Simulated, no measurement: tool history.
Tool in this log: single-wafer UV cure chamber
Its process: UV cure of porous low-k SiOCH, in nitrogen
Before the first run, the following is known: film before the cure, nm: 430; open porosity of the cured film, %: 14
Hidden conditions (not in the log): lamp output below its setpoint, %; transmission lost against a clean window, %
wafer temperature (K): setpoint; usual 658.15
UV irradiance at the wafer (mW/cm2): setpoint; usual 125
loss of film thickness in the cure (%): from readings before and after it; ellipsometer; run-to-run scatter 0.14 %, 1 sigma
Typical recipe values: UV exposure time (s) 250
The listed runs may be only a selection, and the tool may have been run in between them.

run	hour	wafer temperature (K)	UV exposure time (s)	UV irradiance at the wafer (mW/cm2)	wafers since the last listed run	hours since the UV bulbs were replaced	wafers since the quartz window was cleaned	loss of film thickness in the cure (%)
1	0	658.15	250	98	0	2341.6	2584	8.859
2	33.8	658.15	250	98	186	2375.4	2770	8.76
# hour 133.2: quartz window cleaned
3	200.2	658.15	250	98	874	2541.8	369	8.611
4	374.9	658.15	350	125	964	2716.5	1334	10.843
5	428	658.15	350	125	293	2769.6	1627	10.925
6	463.5	643.15	250	125	195	2805.1	1823	9.077
7	501.9	643.15	250	125	211	2843.5	2035	9.303
# hour 517.9: UV bulbs replaced
8	544.4	643.15	250	125	190	26.5	2225	8.11
9	586.8	658.15	250	125	234	68.9	2459	8.318
10	619.1	678.15	135	125	178	101.2	2638	6.144
11	674.3	658.15	320	125	304	156.4	2943	9.29
# hour 718.8: UV bulbs replaced, repeated, since the last time left the tool worse
12	727.5	658.15	250	125	249	8.7	3192	10.776
# hour 750.3: quartz window cleaned
13	784.4	670.15	165	86	269	65.6	188	7.713
14	842	658.15	365	125	317	123.2	506	11.966
15	909.1	645.15	250	109	370	190.3	876	9.929
16	938.1	658.15	250	113	160	219.3	1036	10.052
17	979.9	658.15	300	125	230	261.1	1267	11.208

Measured minus without-hidden-state, run by run (identical run-to-run variation in each term; gauge scatter may differ):
run	loss of film thickness in the cure (%)
1	-0.871
2	-0.877
3	-0.934
4	-1.073
5	-1.107
6	-1.051
7	-1.095
8	-2.329
9	-2.371
10	-2.149
11	-2.51
12	-0.024
13	-0.039
14	-0.063
15	-0.085
16	-0.094
17	-0.112
